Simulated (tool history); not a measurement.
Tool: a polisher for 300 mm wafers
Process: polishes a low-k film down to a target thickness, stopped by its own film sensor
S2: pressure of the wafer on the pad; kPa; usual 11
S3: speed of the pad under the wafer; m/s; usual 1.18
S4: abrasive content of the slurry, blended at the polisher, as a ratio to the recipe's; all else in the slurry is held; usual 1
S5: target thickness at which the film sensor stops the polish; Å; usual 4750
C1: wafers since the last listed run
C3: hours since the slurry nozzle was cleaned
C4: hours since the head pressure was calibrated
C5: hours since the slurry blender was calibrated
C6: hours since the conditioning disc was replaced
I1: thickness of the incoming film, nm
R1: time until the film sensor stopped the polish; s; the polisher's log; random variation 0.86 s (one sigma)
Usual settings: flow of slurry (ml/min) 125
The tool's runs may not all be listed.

run 1 hour=0 | flow_of_slurry_(ml/min)=115 S2=11 S3=1.18 S4=1 S5=4750 | C1=0 wafers_polished_on_this_pad=1315 C3=29.7 C4=293 C5=203 C6=100.5 | I1=500.1 | R1=85.3
run 2 hour=49.2 | flow_of_slurry_(ml/min)=125 S2=13.1 S3=1.18 S4=1 S5=4750 | C1=650 wafers_polished_on_this_pad=1966 C3=78.9 C4=342.2 C5=252.2 C6=149.7 | I1=499.9 | R1=74.9
run 3 hour=81.1 | flow_of_slurry_(ml/min)=125 S2=13.1 S3=1.18 S4=1 S5=4750 | C1=421 wafers_polished_on_this_pad=2387 C3=110.8 C4=374.1 C5=284.1 C6=181.6 | I1=498.4 | R1=70
-- hour=93.2 head pressure recalibrated
run 4 hour=134.4 | flow_of_slurry_(ml/min)=125 S2=11 S3=1.18 S4=1 S5=4750 | C1=678 wafers_polished_on_this_pad=3065 C3=164.1 C4=41.2 C5=337.4 C6=234.9 | I1=496.5 | R1=72.1
-- hour=163.2 slurry blender recalibrated
-- hour=179.1 worn pad replaced by a new one
run 5 hour=182.8 | flow_of_slurry_(ml/min)=125 S2=11 S3=1.18 S4=1 S5=4750 | C1=560 wafers_polished_on_this_pad=48 C3=212.5 C4=89.6 C5=19.6 C6=283.3 | I1=499.1 | R1=82.7
run 6 hour=239.9 | flow_of_slurry_(ml/min)=125 S2=11 S3=1.18 S4=1 S5=4750 | C1=754 wafers_polished_on_this_pad=803 C3=269.6 C4=146.7 C5=76.7 C6=340.4 | I1=501.5 | R1=90.6
-- hour=266.5 slurry nozzle cleaned
run 7 hour=310.8 | flow_of_slurry_(ml/min)=125 S2=11 S3=1.18 S4=1 S5=4750 | C1=924 wafers_polished_on_this_pad=1727 C3=44.3 C4=217.6 C5=147.6 C6=411.3 | I1=505.3 | R1=105.3
run 8 hour=361.2 | flow_of_slurry_(ml/min)=125 S2=11 S3=1.18 S4=1 S5=4750 | C1=666 wafers_polished_on_this_pad=2393 C3=94.7 C4=268 C5=198 C6=461.7 | I1=492.9 | R1=62.2
-- hour=400.7 conditioning disc replaced and pad reconditioned
run 9 hour=401.9 | flow_of_slurry_(ml/min)=125 S2=11 S3=1.18 S4=1 S5=4750 | C1=511 wafers_polished_on_this_pad=2905 C3=135.4 C4=308.7 C5=238.7 C6=1.2 | I1=501.9 | R1=83.5
-- hour=436.4 worn pad replaced by a new one
run 10 hour=436.9 | flow_of_slurry_(ml/min)=125 S2=11 S3=1.18 S4=1 S5=4750 | C1=409 wafers_polished_on_this_pad=7 C3=170.4 C4=343.7 C5=273.7 C6=36.2 | I1=498.1 | R1=74.6
-- hour=500.7 slurry nozzle cleaned
run 11 hour=501.2 | flow_of_slurry_(ml/min)=125 S2=11 S3=1.18 S4=1 S5=4750 | C1=836 wafers_polished_on_this_pad=844 C3=0.5 C4=408 C5=338 C6=100.5 | I1=499.9 | R1=82.2
-- hour=538.2 head pressure recalibrated
run 12 hour=565.4 | flow_of_slurry_(ml/min)=125 S2=11 S3=1.18 S4=1 S5=4750 | C1=822 wafers_polished_on_this_pad=1666 C3=64.7 C4=27.2 C5=402.2 C6=164.7 | I1=488.9 | R1=47
-- hour=571.1 slurry blender recalibrated
run 13 hour=637.3 | flow_of_slurry_(ml/min)=125 S2=11 S3=1.18 S4=1 S5=4750 | C1=924 wafers_polished_on_this_pad=2590 C3=136.6 C4=99.1 C5=66.2 C6=236.6 | I1=502.5 | R1=96.2
run 14 hour=666.7 | flow_of_slurry_(ml/min)=125 S2=11 S3=1.18 S4=1 S5=4820 | C1=388 wafers_polished_on_this_pad=2979 C3=166 C4=128.5 C5=95.6 C6=266 | I1=500.1 | R1=62
-- hour=725.2 worn pad replaced by a new one
-- hour=732.3 slurry nozzle cleaned
run 15 hour=736.8 | flow_of_slurry_(ml/min)=125 S2=7.6 S3=1.42 S4=0.9 S5=4840 | C1=860 wafers_polished_on_this_pad=140 C3=4.5 C4=198.6 C5=165.7 C6=336.1 | I1=493.9 | R1=41.3
run 16 hour=795.2 | flow_of_slurry_(ml/min)=105 S2=11 S3=0.92 S4=0.8 S5=4750 | C1=772 wafers_polished_on_this_pad=912 C3=62.9 C4=257 C5=224.1 C6=394.5 | I1=497.9 | R1=111.2
run 17 hour=861.6 | flow_of_slurry_(ml/min)=115 S2=11 S3=1.18 S4=1 S5=4750 | C1=877 wafers_polished_on_this_pad=1790 C3=129.3 C4=323.4 C5=290.5 C6=460.9 | I1=504.1 | R1=102.7
-- hour=932.1 head pressure recalibrated
run 18 hour=932.6 | flow_of_slurry_(ml/min)=90 S2=11 S3=1.18 S4=1 S5=4660 | C1=912 wafers_polished_on_this_pad=2702 C3=200.3 C4=0.5 C5=361.5 C6=531.9 | I1=504.5 | R1=142.3
-- hour=947.5 slurry blender recalibrated
-- hour=981.3 worn pad replaced by a new one
-- hour=981.6 conditioning disc replaced and pad reconditioned
run 19 hour=1000.1 | flow_of_slurry_(ml/min)=125 S2=11 S3=1.18 S4=1 S5=4750 | C1=808 wafers_polished_on_this_pad=244 C3=267.8 C4=68 C5=52.6 C6=18.5 | I1=501.3 | R1=84.9
-- hour=1018.2 slurry nozzle cleaned
run 20 hour=1055.3 | flow_of_slurry_(ml/min)=125 S2=11 S3=0.94 S4=1 S5=4710 | C1=716 wafers_polished_on_this_pad=960 C3=37.1 C4=123.2 C5=107.8 C6=73.7 | I1=496.8 | R1=99.3
run 21 hour=1112.8 | flow_of_slurry_(ml/min)=125 S2=11 S3=1.18 S4=1 S5=4700 | C1=760 wafers_polished_on_this_pad=1720 C3=94.6 C4=180.7 C5=165.3 C6=131.2 | I1=492.7 | R1=74.8
run 22 hour=1158.3 | flow_of_slurry_(ml/min)=125 S2=11 S3=1.18 S4=1 S5=4750 | C1=601 wafers_polished_on_this_pad=2322 C3=140.1 C4=226.2 C5=210.8 C6=176.7 | I1=495.3 | R1=69.3
run 23 hour=1199.1 | flow_of_slurry_(ml/min)=125 S2=11 S3=1.18 S4=0.75 S5=4750 | C1=539 wafers_polished_on_this_pad=2861 C3=180.9 C4=267 C5=251.6 C6=217.5 | I1=504.7 | R1=120.3
-- hour=1223.6 worn pad replaced by a new one
-- hour=1261.7 slurry nozzle cleaned
run 24 hour=1263.8 | flow_of_slurry_(ml/min)=85 S2=11 S3=1.18 S4=1 S5=4750 | C1=789 wafers_polished_on_this_pad=518 C3=2.1 C4=331.7 C5=316.3 C6=282.2 | I1=508.6 | R1=123.3

5 ways to go on from here, each from the tool as it stands after run 24. What would each give?
run A hour=1264.2 | flow_of_slurry_(ml/min)=125 S2=12.4 S3=1.18 S4=1 S5=4750 | C1=5 wafers_polished_on_this_pad=524 C3=2.5 C4=332.1 C5=316.7 C6=282.6 | I1=491.9 | R1=?
run B hour=1264.2 | flow_of_slurry_(ml/min)=145 S2=11 S3=0.76 S4=0.8 S5=4660 | C1=5 wafers_polished_on_this_pad=524 C3=2.5 C4=332.1 C5=316.7 C6=282.6 | I1=491.9 | R1=?
run C hour=1264.2 | flow_of_slurry_(ml/min)=165 S2=11 S3=1.18 S4=1 S5=4750 | C1=5 wafers_polished_on_this_pad=524 C3=2.5 C4=332.1 C5=316.7 C6=282.6 | I1=491.9 | R1=?
run D hour=1264.2 | flow_of_slurry_(ml/min)=125 S2=14.5 S3=1.18 S4=1 S5=4750 | C1=5 wafers_polished_on_this_pad=524 C3=2.5 C4=332.1 C5=316.7 C6=282.6 | I1=491.9 | R1=?
run E hour=1264.2 | flow_of_slurry_(ml/min)=160 S2=15.2 S3=1.18 S4=0.9 S5=4750 | C1=5 wafers_polished_on_this_pad=524 C3=2.5 C4=332.1 C5=316.7 C6=282.6 | I1=491.9 | R1=?

run=A R1=53.1
run=B R1=134.4
run=C R1=55.3
run=D R1=47.6
run=E R1=47.5
Without the tool's hidden state the same runs would have given:
run=A R1=47.8
run=B R1=125.2
run=C R1=50.2
run=D R1=42.4
run=E R1=42.2

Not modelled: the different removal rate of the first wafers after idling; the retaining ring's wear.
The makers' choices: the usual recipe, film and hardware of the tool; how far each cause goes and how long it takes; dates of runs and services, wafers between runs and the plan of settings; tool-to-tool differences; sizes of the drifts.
